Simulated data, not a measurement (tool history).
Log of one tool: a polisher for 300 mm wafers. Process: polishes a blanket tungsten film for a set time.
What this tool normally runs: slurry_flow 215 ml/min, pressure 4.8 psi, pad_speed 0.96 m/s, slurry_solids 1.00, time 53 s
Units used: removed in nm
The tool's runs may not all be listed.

run,day,slurry_flow,pressure,pad_speed,slurry_solids,time,wafers since the last listed run,wafers polished on this pad,hours since the slurry nozzle was cleaned,hours since the head pressure was calibrated,hours since the slurry blender was calibrated,hours since the slurry got fresh peroxide,"incoming thickness of the incoming film, nm",removed
1,0.000,215,4.8,0.96,0.85,53,0,914,325.4,167.0,44.3,86.5,853.6,214.2
2,0.592,215,4.8,0.96,0.85,53,132,1046,339.6,181.2,58.5,100.7,868.0,211.7
# day 1.225: worn pad replaced by a new one
3,1.246,215,4.8,0.96,0.85,53,108,4,355.3,196.9,74.2,116.4,860.2,227.1
# day 2.004: slurry tank refilled with fresh slurry and peroxide
4,2.188,215,4.8,0.96,1.00,53,201,205,377.9,219.5,96.8,4.4,875.1,247.1
5,2.488,215,4.8,0.96,1.00,53,67,272,385.1,226.7,104.0,11.6,879.3,253.8
6,3.108,215,4.8,0.96,1.00,53,138,411,400.0,241.6,118.9,26.5,853.2,248.1
7,3.783,190,4.8,0.96,1.00,53,150,562,416.2,257.8,135.1,42.7,853.6,234.3
# day 4.217: slurry blender recalibrated
8,4.242,190,4.8,0.96,1.00,53,83,645,427.2,268.8,0.6,53.7,872.6,235.7
9,4.742,190,4.8,0.96,1.00,53,111,757,439.2,280.8,12.6,65.7,848.0,230.4
10,5.367,215,4.8,0.96,1.00,53,139,897,454.2,295.8,27.6,80.7,855.7,227.4
11,5.996,215,4.8,0.96,1.00,53,140,1037,469.3,310.9,42.7,95.8,840.8,222.9
12,6.667,215,4.1,0.96,1.00,53,149,1187,485.4,327.0,58.8,111.9,866.0,183.6
13,7.312,215,4.8,1.18,1.00,53,144,1331,500.9,342.5,74.3,127.4,861.1,252.7
# day 7.508: slurry nozzle cleaned
# day 7.742: slurry tank refilled with fresh slurry and peroxide
# day 7.825: worn pad replaced by a new one
14,7.846,245,4.8,1.16,0.75,72,81,4,8.1,355.3,87.1,2.5,869.3,381.0
# day 8.004: head pressure recalibrated
15,8.379,215,4.8,0.96,1.30,53,100,104,20.9,9.0,99.9,15.3,858.2,261.9
16,8.988,235,3.5,1.06,1.25,53,135,240,35.5,23.6,114.5,29.9,865.4,219.2
17,9.392,215,4.8,0.96,1.00,53,90,331,45.2,33.3,124.2,39.6,864.4,247.8
18,9.675,215,4.8,0.86,1.00,53,63,394,52.0,40.1,131.0,46.4,861.0,216.4
19,10.817,215,4.8,0.66,0.70,66,255,649,79.4,67.5,158.4,73.8,873.2,195.5
# day 11.046: slurry blender recalibrated
20,11.554,215,4.8,1.26,1.00,53,146,795,97.1,85.2,12.2,91.5,860.4,282.7
21,11.992,215,4.8,1.10,1.00,46,97,893,107.6,95.7,22.7,102.0,840.3,214.2
22,12.446,215,4.8,0.96,1.00,53,101,994,118.5,106.6,33.6,112.9,867.0,221.1
23,12.733,215,6.1,0.96,1.00,53,64,1059,125.4,113.5,40.5,119.8,865.6,263.3

Here are 5 independent what-if runs from the current tool condition. What would each one return?
A,12.750,215,4.8,0.96,1.00,53,3,1062,125.8,113.9,40.9,120.2,878.8,?
B,12.750,215,3.9,0.96,1.00,70,3,1062,125.8,113.9,40.9,120.2,878.8,?
C,12.750,280,4.8,0.96,1.00,53,3,1062,125.8,113.9,40.9,120.2,878.8,?
D,12.750,180,5.4,1.22,1.00,46,3,1062,125.8,113.9,40.9,120.2,878.8,?
E,12.750,195,4.2,0.96,1.00,53,3,1062,125.8,113.9,40.9,120.2,878.8,?

run,removed
A,215.8
B,238.2
C,219.9
D,253.5
E,190.8
The same runs, with their run-to-run variation unchanged, on a tool lacking any hidden condition would have given:
run,removed
A,258.9
B,285.8
C,263.9
D,304.2
E,228.9
